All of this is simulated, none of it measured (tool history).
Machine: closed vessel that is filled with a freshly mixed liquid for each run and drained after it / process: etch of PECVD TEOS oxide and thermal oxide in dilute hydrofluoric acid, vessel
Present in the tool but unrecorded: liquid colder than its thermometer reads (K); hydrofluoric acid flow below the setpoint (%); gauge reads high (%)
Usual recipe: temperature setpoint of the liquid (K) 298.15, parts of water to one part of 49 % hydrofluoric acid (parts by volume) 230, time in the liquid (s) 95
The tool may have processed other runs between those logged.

run    hour  temperature setpoint of the liquid (K)  parts of water to one part of 49 % hydrofluoric acid (parts by volume)  time in the liquid (s)  wafers since the last listed run  hours since the thermometer was replaced  hours since the hydrofluoric acid flow meter was replaced  hours since the gauge calibration  read-back film thickness of the PECVD TEOS oxide reference wafer, read on the same gauge (nm)  read-back film thickness of the thermal oxide reference wafer, read on the same gauge (nm)  thickness taken off the PECVD TEOS oxide on a monitor wafer (nm)  thickness taken off the thermal oxide on a monitor wafer (nm)
  1       0                                  298.15                                                                     230                      95                                 0                                    2018.8                                                        100                              434.4                                                                                            100                                                                                      39.962                                                              9.99                                                          1.664
  2    67.8                                  298.15                                                                     230                      95                              4669                                    2086.6                                                      167.8                              502.2                                                                                         100.01                                                                                      40.027                                                              9.95                                                          1.697
  3   133.9                                  298.15                                                                     175                      95                              4552                                    2152.7                                                      233.9                              568.3                                                                                         100.02                                                                                      39.977                                                              13.9                                                          2.321
  4   195.3                                  298.15                                                                     175                      95                              4228                                    2214.1                                                      295.3                              629.7                                                                                            100                                                                                       39.98                                                             13.77                                                           2.41
  5   245.5                                  298.15                                                                     230                      95                              3457                                    2264.3                                                      345.5                              679.9                                                                                         100.03                                                                                      39.935                                                              9.88                                                          1.712
  6   283.9                                  298.15                                                                     230                      95                              2644                                    2302.7                                                      383.9                              718.3                                                                                         100.01                                                                                      39.964                                                               9.9                                                          1.672
  7   310.9                                  296.65                                                                     230                      95                              1859                                    2329.7                                                      410.9                              745.3                                                                                         100.01                                                                                      39.997                                                              9.24                                                          1.571
  8   342.6                                  296.65                                                                     230                      95                              2183                                    2361.4                                                      442.6                                777                                                                                         100.01                                                                                      40.009                                                              9.29                                                          1.578
  9   389.3                                  296.65                                                                     230                      95                              3216                                    2408.1                                                      489.3                              823.7                                                                                            100                                                                                      40.021                                                              9.25                                                          1.603
 10   455.6                                  300.65                                                                     230                      95                              4565                                    2474.4                                                      555.6                                890                                                                                          99.99                                                                                      39.973                                                              10.6                                                          1.821
      477.6  -- gauge calibrated
 11   482.8                                  295.65                                                                     230                      95                              1873                                    2501.6                                                      582.8                                5.2                                                                                         100.01                                                                                      40.032                                                              8.97                                                          1.535
      501.8  -- thermometer replaced
 12   528.8                                  296.65                                                                     285                      75                              3099                                        27                                                      628.8                               51.2                                                                                            100                                                                                      39.984                                                              5.51                                                          0.947
 13   569.2                                  302.15                                                                     230                     135                              2782                                      67.4                                                      669.2                               91.6                                                                                            100                                                                                      40.013                                                             15.82                                                          2.715
      598.7  -- hydrofluoric acid flow meter replaced
 14   602.6                                  298.15                                                                     320                     135                              2231                                     100.8                                                        3.9                                125                                                                                            100                                                                                      39.973                                                              9.32                                                          1.611
 15   671.8                                  298.15                                                                     310                      50                              4765                                       170                                                       73.1                              194.2                                                                                          99.98                                                                                      40.048                                                              3.56                                                          0.602
 16   702.4                                  300.65                                                                     195                      70                              2107                                     200.6                                                      103.7                              224.8                                                                                          99.99                                                                                      40.039                                                               9.9                                                          1.697
 17   737.7                                  298.15                                                                     280                      95                              2431                                     235.9                                                        139                              260.1                                                                                         100.02                                                                                      39.981                                                              7.73                                                          1.346
 18   802.9                                  298.15                                                                     230                      95                              4490                                     301.1                                                      204.2                              325.3                                                                                            100                                                                                      39.978                                                              9.95                                                          1.715
 19  1008.6                                  301.15                                                                     230                      95                             14166                                     506.8                                                      409.9                                531                                                                                            100                                                                                      40.035                                                             10.85                                                          1.887
 20  1221.9                                  295.65                                                                     230                      95                             14689                                     720.1                                                      623.2                              744.3                                                                                          99.98                                                                                      40.029                                                              8.84                                                          1.522
 21    1253                                  295.65                                                                     230                     135                              2141                                     751.2                                                      654.3                              775.4                                                                                         100.02                                                                                      39.984                                                             12.59                                                          2.154
 22  1315.2                                  302.15                                                                     140                     150                              4283                                     813.4                                                      716.5                              837.6                                                                                            100                                                                                      40.072                                                             32.26                                                          5.459
     1343.9  -- hydrofluoric acid flow meter replaced
 23  1344.6                                  298.15                                                                     230                     110                              1955                                     842.8                                                        0.7                                867                                                                                          99.99                                                                                      39.954                                                             11.67                                                          1.995

Branching from run 23: 4 alternative next runs. What would each branch give?
  A  1345.3                                  302.15                                                                     230                      95                                48                                     843.5                                                        1.4                              867.7                                                                                              ?                                                                                           ?                                                                 ?                                                              ?
  B  1345.3                                  298.15                                                                     145                      95                                48                                     843.5                                                        1.4                              867.7                                                                                              ?                                                                                           ?                                                                 ?                                                              ?
  C  1345.3                                  296.15                                                                     145                      95                                48                                     843.5                                                        1.4                              867.7                                                                                              ?                                                                                           ?                                                                 ?                                                              ?
  D  1345.3                                  301.65                                                                     185                     140                                48                                     843.5                                                        1.4                              867.7                                                                                              ?                                                                                           ?                                                                 ?                                                              ?

run  read-back film thickness of the PECVD TEOS oxide reference wafer, read on the same gauge (nm)  read-back film thickness of the thermal oxide reference wafer, read on the same gauge (nm)  thickness taken off the PECVD TEOS oxide on a monitor wafer (nm)  thickness taken off the thermal oxide on a monitor wafer (nm)
  A                                                                                          99.99                                                                                      39.946                                                             11.45                                                          1.981
  B                                                                                          99.99                                                                                      39.946                                                             17.36                                                          3.005
  C                                                                                          99.99                                                                                      39.946                                                             16.08                                                          2.783
  D                                                                                          99.99                                                                                      39.946                                                             21.74                                                          3.762
The same runs, with their run-to-run variation unchanged, on a tool lacking any hidden condition would have given:
run  thickness taken off the PECVD TEOS oxide on a monitor wafer (nm)  thickness taken off the thermal oxide on a monitor wafer (nm)
  A                                                              11.5                                                           1.99
  B                                                             17.44                                                          3.017
  C                                                             16.15                                                          2.794
  D                                                             21.84                                                          3.779

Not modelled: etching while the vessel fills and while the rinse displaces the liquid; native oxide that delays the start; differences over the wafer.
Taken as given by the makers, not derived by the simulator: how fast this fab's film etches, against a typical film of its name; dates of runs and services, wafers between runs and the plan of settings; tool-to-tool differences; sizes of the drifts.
